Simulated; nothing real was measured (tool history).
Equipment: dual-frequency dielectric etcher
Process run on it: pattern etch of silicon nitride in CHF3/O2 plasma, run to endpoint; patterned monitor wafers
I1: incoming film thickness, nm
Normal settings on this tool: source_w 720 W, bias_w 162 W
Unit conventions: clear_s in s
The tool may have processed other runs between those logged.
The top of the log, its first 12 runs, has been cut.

run 13 hour=154.6 | source_w=720 bias_w=162 | I1=71.6 | clear_s=44.0
run 14 hour=168.8 | source_w=720 bias_w=162 | I1=71.9 | clear_s=44.3
-- hour=203.9 wet clean of the chamber
-- hour=205.4 upper electrode replaced
run 15 hour=205.9 | source_w=620 bias_w=192 | I1=72.3 | clear_s=47.5
run 16 hour=206.2 | source_w=610 bias_w=132 | I1=71.9 | clear_s=56.9
run 17 hour=206.5 | source_w=720 bias_w=162 | I1=72.1 | clear_s=46.4
run 18 hour=209.5 | source_w=720 bias_w=187 | I1=72.6 | clear_s=43.4
run 19 hour=216.5 | source_w=720 bias_w=181 | I1=71.1 | clear_s=44.0
run 20 hour=226.7 | source_w=770 bias_w=142 | I1=71.5 | clear_s=46.7
run 21 hour=234.6 | source_w=600 bias_w=122 | I1=71.6 | clear_s=58.8
run 22 hour=246.9 | source_w=720 bias_w=162 | I1=72.4 | clear_s=46.3
-- hour=256.9 bias power generator calibrated
run 23 hour=268.9 | source_w=720 bias_w=162 | I1=72.1 | clear_s=46.1
run 24 hour=281.0 | source_w=790 bias_w=123 | I1=72.4 | clear_s=49.1
-- hour=297.5 source power generator calibrated
run 25 hour=298.0 | source_w=620 bias_w=139 | I1=71.9 | clear_s=53.6
run 26 hour=306.5 | source_w=830 bias_w=196 | I1=72.1 | clear_s=39.1
run 27 hour=316.3 | source_w=780 bias_w=162 | I1=72.2 | clear_s=44.0
run 28 hour=325.3 | source_w=670 bias_w=162 | I1=72.2 | clear_s=48.2
run 29 hour=332.7 | source_w=870 bias_w=185 | I1=72.5 | clear_s=39.1
run 30 hour=341.6 | source_w=720 bias_w=162 | I1=72.2 | clear_s=46.2
run 31 hour=348.2 | source_w=610 bias_w=130 | I1=71.6 | clear_s=56.6
run 32 hour=359.4 | source_w=720 bias_w=162 | I1=72.2 | clear_s=46.0
run 33 hour=370.5 | source_w=720 bias_w=162 | I1=72.2 | clear_s=45.4
run 34 hour=386.5 | source_w=720 bias_w=162 | I1=72.6 | clear_s=46.0
run 35 hour=402.7 | source_w=780 bias_w=198 | I1=71.3 | clear_s=39.6
run 36 hour=410.7 | source_w=800 bias_w=198 | I1=72.6 | clear_s=39.8

Predict each of these 3 candidate next runs independently; none follows another, all start after run 36:
run A hour=411.1 | source_w=720 bias_w=162 | I1=71.9 | clear_s=?
run B hour=411.1 | source_w=810 bias_w=173 | I1=71.9 | clear_s=?
run C hour=411.1 | source_w=670 bias_w=133 | I1=71.9 | clear_s=?

run=A clear_s=45.5
run=B clear_s=41.2
run=C clear_s=51.8
With the hidden condition removed and each run's random variation left untouched, the same runs would have given:
run=A clear_s=46.3
run=B clear_s=42.0
run=C clear_s=52.8
